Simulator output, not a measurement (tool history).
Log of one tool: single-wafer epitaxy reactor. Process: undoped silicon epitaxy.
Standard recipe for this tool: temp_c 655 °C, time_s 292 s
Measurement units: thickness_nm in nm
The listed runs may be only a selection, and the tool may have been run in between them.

run   hour  temp_c  time_s  read-back reference wafer on the same gauge, thickness_nm  thickness_nm
  1    0.0     655     332                                                     56.367        70.322
       1.8  -- gauge calibrated
  2    9.4     655     332                                                     56.412        70.689
  3   26.0     655     292                                                     56.409        61.799
  4   39.4     655     292                                                     56.394        62.174
  5   45.8     655     292                                                     56.354        61.708
  6   54.7     655     292                                                     56.384        61.958
  7   72.4     655     292                                                     56.379        62.333
  8   90.0     655     292                                                     56.376        62.112
  9  102.8     655     292                                                     56.431        61.872
     104.2  -- gauge calibrated
 10  119.1     640     268                                                     56.446        42.403
 11  125.3     662     321                                                     56.376        78.202
 12  132.6     655     292                                                     56.433        61.981
     149.0  -- pyrometer calibrated
 13  149.5     644     292                                                     56.406        45.115
 14  151.6     655     307                                                     56.391        58.548
 15  164.2     642     253                                                     56.383        37.526
 16  176.7     655     332                                                     56.447        63.682
 17  186.9     661     323                                                     56.327        69.825
     194.5  -- gauge calibrated
 18  195.2     640     268                                                     56.452        38.414

Per-run results on a tool with no hidden state, each run keeping its own random variation:
What the log doesn't record here: wafer temperature above the value expected at the setpoint (K); gauge reads high (%).
run  thickness_nm
  1        63.155
  2        63.478
  3        55.487
  4        55.817
  5        55.395
  6        55.616
  7        55.944
  8        55.737
  9        55.516
 10        37.920
 11        70.259
 12        55.601
 13        44.937
 14        58.298
 15        37.266
 16        63.097
 17        69.059
 18        37.915
